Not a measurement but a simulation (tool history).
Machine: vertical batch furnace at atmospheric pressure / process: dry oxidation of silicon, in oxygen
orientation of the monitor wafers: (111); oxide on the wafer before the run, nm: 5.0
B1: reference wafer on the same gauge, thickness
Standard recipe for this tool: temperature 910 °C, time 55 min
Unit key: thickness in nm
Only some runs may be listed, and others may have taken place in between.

Run 1, hour 0: usual settings but temperature 925 °C; B1 30.84. Result: thickness 37.19 nm.
Run 2, hour 94.1: usual settings but temperature 904 °C; B1 30.8. Result: thickness 30.79 nm.
Run 3, hour 133.7: usual settings but temperature 904 °C; B1 30.79. Result: thickness 30.73 nm.
Run 4, hour 183: usual settings but temperature 904 °C; B1 30.84. Result: thickness 30.54 nm.
Run 5, hour 285.6: usual settings but time 64.5 min; B1 30.85. Result: thickness 36.03 nm.
Run 6, hour 362.6: usual settings but time 64.5 min; B1 30.82. Result: thickness 35.94 nm.
Run 7, hour 421.2: usual settings; B1 30.8. Result: thickness 32.07 nm.
Run 8, hour 520: usual settings; B1 30.81. Result: thickness 32.45 nm.
Run 9, hour 565.2: usual settings; B1 30.83. Result: thickness 32.18 nm.
Run 10, hour 609.1: usual settings; B1 30.79. Result: thickness 32.3 nm.
Run 11, hour 658.3: usual settings; B1 30.75. Result: thickness 32.37 nm.
Run 12, hour 711: usual settings; B1 30.78. Result: thickness 32.22 nm.
Run 13, hour 1007.7: usual settings; B1 30.79. Result: thickness 32.34 nm.
Run 14, hour 1069.9: usual settings; B1 30.87. Result: thickness 32.23 nm.
Run 15, hour 1119.1: usual settings; B1 30.78. Result: thickness 32.12 nm.
At hour 1170.5: thermocouples replaced and temperature profile calibrated.
Run 16, hour 1201.8: usual settings but time 65 min; B1 30.79. Result: thickness 35.6 nm.
Run 17, hour 1243: usual settings; B1 30.8. Result: thickness 32.12 nm.
Run 18, hour 1328.7: usual settings; B1 30.77. Result: thickness 31.96 nm.
At hour 1377.4: gauge calibrated.
Run 19, hour 1418.2: usual settings but temperature 928 °C, time 45 min; B1 30.78. Result: thickness 33.17 nm.
Run 20, hour 1465.6: usual settings but temperature 892 °C; B1 30.8. Result: thickness 27.17 nm.
Run 21, hour 1541.6: usual settings but time 40 min; B1 30.78. Result: thickness 26.13 nm.
Run 22, hour 1602: usual settings but temperature 893 °C, time 37.5 min; B1 30.81. Result: thickness 21.57 nm.
At hour 1643.8: boat lift adjusted.
Run 23, hour 1680.4: usual settings but temperature 917 °C, time 39.5 min; B1 30.76. Result: thickness 28.77 nm.
Run 24, hour 1770.2: usual settings but temperature 927 °C, time 63.5 min; B1 30.8. Result: thickness 42.43 nm.
Run 25, hour 1865.2: usual settings but temperature 922 °C, time 74 min; B1 30.81. Result: thickness 45.11 nm.
Run 26, hour 1922.1: usual settings but temperature 934 °C, time 37 min; B1 30.81. Result: thickness 31.94 nm.
Run 27, hour 1970.2: usual settings but temperature 924 °C, time 39.5 min; B1 30.82. Result: thickness 30.66 nm.
Run 28, hour 2043: usual settings but temperature 896 °C, time 78 min; B1 30.83. Result: thickness 36.52 nm.
Run 29, hour 2084.5: usual settings but temperature 897 °C, time 29 min; B1 30.77. Result: thickness 19.94 nm.
Run 30, hour 2188.1: usual settings; B1 30.79. Result: thickness 33.09 nm.
Run 31, hour 2283.4: usual settings; B1 30.83. Result: thickness 33.16 nm.
Run 32, hour 2324.7: usual settings but temperature 891 °C, time 65.5 min; B1 30.84. Result: thickness 31.05 nm.
Run 33, hour 2371.5: usual settings but temperature 886 °C, time 81.5 min; B1 30.77. Result: thickness 33.94 nm.
Run 34, hour 2475.9: usual settings but temperature 901 °C; B1 30.76. Result: thickness 30.41 nm.
Run 35, hour 2553.8: usual settings but temperature 890 °C, time 66.5 min; B1 30.83. Result: thickness 31.04 nm.
Run 36, hour 2830.5: usual settings but temperature 927 °C, time 63.5 min; B1 30.82. Result: thickness 42.27 nm.
Run 37, hour 2878.4: usual settings but temperature 922 °C, time 67.5 min; B1 30.83. Result: thickness 42.41 nm.
Run 38, hour 2986.3: usual settings but temperature 916 °C; B1 30.87. Result: thickness 34.94 nm.

Hidden state, per run?
true tube temperature minus thermocouple reading, K: 0 on each run
gauge reads high (%): 0 on each run
H1: monitor wafer colder than the profiled boat position, K
run      H1
  1    1.88
  2    1.99
  3    2.03
  4    2.09
  5    2.21
  6     2.3
  7    2.37
  8    2.49
  9    2.55
 10     2.6
 11    2.67
 12    2.74
 13    3.14
 14    3.23
 15     3.3
 16    3.42
 17    3.48
 18    3.61
 19    3.74
 20    3.81
 21    3.93
 22    4.03
 23  0.0173
 24  0.0196
 25  0.0248
 26  0.0293
 27  0.0339
 28  0.0423
 29  0.0478
 30  0.0639
 31  0.0818
 32  0.0904
 33   0.101
 34   0.127
 35   0.148
 36    0.24
 37   0.258
 38   0.302

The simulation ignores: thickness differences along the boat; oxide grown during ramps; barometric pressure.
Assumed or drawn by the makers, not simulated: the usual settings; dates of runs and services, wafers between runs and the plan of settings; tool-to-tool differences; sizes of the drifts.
